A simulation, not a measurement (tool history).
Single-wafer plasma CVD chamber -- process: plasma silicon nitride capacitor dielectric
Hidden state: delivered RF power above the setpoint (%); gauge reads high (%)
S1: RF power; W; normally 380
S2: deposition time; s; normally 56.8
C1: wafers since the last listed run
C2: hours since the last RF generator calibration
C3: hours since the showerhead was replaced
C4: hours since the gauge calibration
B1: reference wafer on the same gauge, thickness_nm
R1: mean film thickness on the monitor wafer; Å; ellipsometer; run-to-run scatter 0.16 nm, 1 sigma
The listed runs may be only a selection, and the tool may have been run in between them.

Run 1, hour 0.0: usual settings; C1 0; C2 1387.6; C3 4129.0; C4 910.4; B1 83.695. Result: R1 709.86 Å.
Run 2, hour 102.9: usual settings; C1 1406; C2 1490.5; C3 4231.9; C4 1013.3; B1 83.690. Result: R1 709.78 Å.
Run 3, hour 174.2: usual settings; C1 974; C2 1561.8; C3 4303.2; C4 1084.6; B1 83.714. Result: R1 706.12 Å.
Run 4, hour 221.0: usual settings but S2 59.8 s; C1 639; C2 1608.6; C3 4350.0; C4 1131.4; B1 83.732. Result: R1 746.41 Å.
Run 5, hour 322.3: usual settings but S2 59.8 s; C1 1384; C2 1709.9; C3 4451.3; C4 1232.7; B1 83.724. Result: R1 745.71 Å.
Run 6, hour 397.9: usual settings but S2 59.8 s; C1 1033; C2 1785.5; C3 4526.9; C4 1308.3; B1 83.662. Result: R1 746.90 Å.
Run 7, hour 497.0: usual settings; C1 1354; C2 1884.6; C3 4626.0; C4 1407.4; B1 83.687. Result: R1 711.92 Å.
Run 8, hour 550.8: usual settings; C1 735; C2 1938.4; C3 4679.8; C4 1461.2; B1 83.710. Result: R1 711.65 Å.
Run 9, hour 645.8: usual settings; C1 1298; C2 2033.4; C3 4774.8; C4 1556.2; B1 83.721. Result: R1 708.36 Å.
Run 10, hour 929.5: usual settings; C1 3876; C2 2317.1; C3 5058.5; C4 1839.9; B1 83.722. Result: R1 706.97 Å.
Run 11, hour 984.8: usual settings; C1 755; C2 2372.4; C3 5113.8; C4 1895.2; B1 83.666. Result: R1 708.55 Å.
At hour 1049.9: showerhead replaced.
Run 12, hour 1078.1: usual settings but S1 415 W; C1 1165; C2 2465.7; C3 28.2; C4 1988.5; B1 83.705. Result: R1 726.02 Å.
Run 13, hour 1154.9: usual settings but S1 415 W; C1 1049; C2 2542.5; C3 105.0; C4 2065.3; B1 83.655. Result: R1 721.33 Å.
Run 14, hour 1216.0: usual settings but S1 415 W; C1 834; C2 2603.6; C3 166.1; C4 2126.4; B1 83.702. Result: R1 726.24 Å.
At hour 1283.0: RF generator calibrated.
Run 15, hour 1297.0: usual settings but S2 50.8 s; C1 997; C2 14.0; C3 247.1; C4 2207.4; B1 83.659. Result: R1 634.03 Å.
Run 16, hour 1382.0: usual settings but S2 50.8 s; C1 1161; C2 99.0; C3 332.1; C4 2292.4; B1 83.718. Result: R1 635.52 Å.
At hour 1441.5: gauge calibrated.
Run 17, hour 1509.1: usual settings but S1 420 W, S2 51.3 s; C1 1736; C2 226.1; C3 459.2; C4 67.6; B1 83.692. Result: R1 656.47 Å.
Run 18, hour 1608.8: usual settings; C1 1362; C2 325.8; C3 558.9; C4 167.3; B1 83.700. Result: R1 708.03 Å.
Run 19, hour 1646.3: usual settings but S1 340 W, S2 50.2 s; C1 512; C2 363.3; C3 596.4; C4 204.8; B1 83.672. Result: R1 612.58 Å.
Run 20, hour 1712.4: usual settings; C1 903; C2 429.4; C3 662.5; C4 270.9; B1 83.693. Result: R1 708.73 Å.
Run 21, hour 1798.1: usual settings but S2 50.8 s; C1 1171; C2 515.1; C3 748.2; C4 356.6; B1 83.682. Result: R1 634.23 Å.
Run 22, hour 1849.3: usual settings but S2 49.0 s; C1 699; C2 566.3; C3 799.4; C4 407.8; B1 83.703. Result: R1 611.75 Å.
Run 23, hour 1956.7: usual settings but S1 445 W, S2 65.0 s; C1 1467; C2 673.7; C3 906.8; C4 515.2; B1 83.717. Result: R1 842.60 Å.
Run 24, hour 1997.9: usual settings but S1 420 W, S2 51.3 s; C1 562; C2 714.9; C3 948.0; C4 556.4; B1 83.681. Result: R1 654.25 Å.
Run 25, hour 2090.5: usual settings; C1 1265; C2 807.5; C3 1040.6; C4 649.0; B1 83.704. Result: R1 707.95 Å.
Run 26, hour 2135.7: usual settings but S1 415 W, S2 59.8 s; C1 617; C2 852.7; C3 1085.8; C4 694.2; B1 83.709. Result: R1 762.26 Å.
Run 27, hour 2241.6: usual settings; C1 1447; C2 958.6; C3 1191.7; C4 800.1; B1 83.679. Result: R1 707.89 Å.
Run 28, hour 2334.2: usual settings; C1 1265; C2 1051.2; C3 1284.3; C4 892.7; B1 83.725. Result: R1 707.66 Å.
Run 29, hour 2373.3: usual settings but S1 445 W, S2 51.6 s; C1 534; C2 1090.3; C3 1323.4; C4 931.8; B1 83.679. Result: R1 670.55 Å.
Run 30, hour 2437.0: usual settings but S1 315 W, S2 45.8 s; C1 870; C2 1154.0; C3 1387.1; C4 995.5; B1 83.661. Result: R1 548.45 Å.
Run 31, hour 2473.7: usual settings but S1 310 W, S2 67.8 s; C1 501; C2 1190.7; C3 1423.8; C4 1032.2; B1 83.684. Result: R1 805.64 Å.
Run 32, hour 2576.4: usual settings but S1 350 W, S2 68.1 s; C1 1403; C2 1293.4; C3 1526.5; C4 1134.9; B1 83.744. Result: R1 833.67 Å.

Exercise: give the hidden state of the tool at every run:
delivered RF power above the setpoint (%): 0, the same for each run
gauge reads high (%): 0, the same for each run
